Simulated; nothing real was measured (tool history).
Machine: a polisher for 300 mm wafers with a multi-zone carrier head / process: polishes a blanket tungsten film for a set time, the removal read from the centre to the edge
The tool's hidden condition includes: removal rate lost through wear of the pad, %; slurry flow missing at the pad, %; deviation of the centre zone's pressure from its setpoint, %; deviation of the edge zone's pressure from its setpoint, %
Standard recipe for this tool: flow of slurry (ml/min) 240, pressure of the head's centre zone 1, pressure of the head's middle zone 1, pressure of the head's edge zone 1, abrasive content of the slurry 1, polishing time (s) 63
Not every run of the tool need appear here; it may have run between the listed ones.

run	hour	flow of slurry (ml/min)	pressure of the head's centre zone	pressure of the head's middle zone	pressure of the head's edge zone	abrasive content of the slurry	polishing time (s)	wafers since the last listed run	wafers polished on this pad	hours since the slurry nozzle was cleaned	hours since the centre zone pressure was calibrated	hours since the edge zone pressure was calibrated	hours since the carrier head's membrane was replaced	incoming thickness of the incoming film, nm	film removed at the wafer's centre (Å)	film removed at mid-radius (Å)	film removed at the wafer's edge (Å)
1	0	240	1	1	1	1	63	0	287	116.5	1216.2	844.9	890.5	805.4	2233	2538	2563
# hour 7.2: edge zone pressure recalibrated
2	15.9	240	1.03	1	1	1	63	99	386	132.4	1232.1	8.7	906.4	791.1	2305	2566	2513
# hour 19.6: centre zone pressure recalibrated
3	23.9	240	1	0.92	1	1	63	42	429	140.4	4.3	16.7	914.4	795.1	2519	2345	2551
4	34	240	1.03	1.05	1	1	63	72	501	150.5	14.4	26.8	924.5	797.9	2574	2623	2524
5	50	240	1	1	1	1	63	114	615	166.5	30.4	42.8	940.5	782.2	2523	2537	2546
# hour 63.4: carrier head's membrane replaced by a new one
6	66.2	240	1	1	1	1	63	79	695	182.7	46.6	59	2.8	786.3	2572	2511	2567
7	79.1	185	1	1	1.08	1	63	92	787	195.6	59.5	71.9	15.7	792.7	2455	2437	2582
# hour 100.1: worn pad replaced by a new one
8	130.3	240	1	1	1	1	63	336	215	246.8	110.7	123.1	66.9	784.5	2525	2581	2548
9	142.6	275	1	0.9	1	1	76	87	303	259.1	123	135.4	79.2	803.8	3071	2856	3135
10	149.6	170	1	1.09	1	1	56	49	353	266.1	130	142.4	86.2	786.9	2124	2288	2177
11	159.1	240	1.06	1	1	0.8	63	67	420	275.6	139.5	151.9	95.7	781.7	2544	2447	2465
12	172.2	240	1	0.95	0.96	1	63	93	514	288.7	152.6	165	108.8	785.1	2511	2450	2479
13	189.2	240	1	1	1	1	63	121	635	305.7	169.6	182	125.8	778.2	2480	2551	2553
14	235.4	240	1	1	1	1	63	329	965	351.9	215.8	228.2	172	800.8	2441	2543	2522

Run 15 comes next. What will it give?
15	244.3	240	1	1	0.96	1	63	63	1028	360.8	224.7	237.1	180.9	774.8	?	?	?

Run 15 came out at film removed at the wafer's centre (Å) 2529, film removed at mid-radius (Å) 2487, film removed at the wafer's edge (Å) 2496.
Without the tool's hidden state the same run would have given film removed at the wafer's centre (Å) 2578, film removed at mid-radius (Å) 2486, film removed at the wafer's edge (Å) 2496.
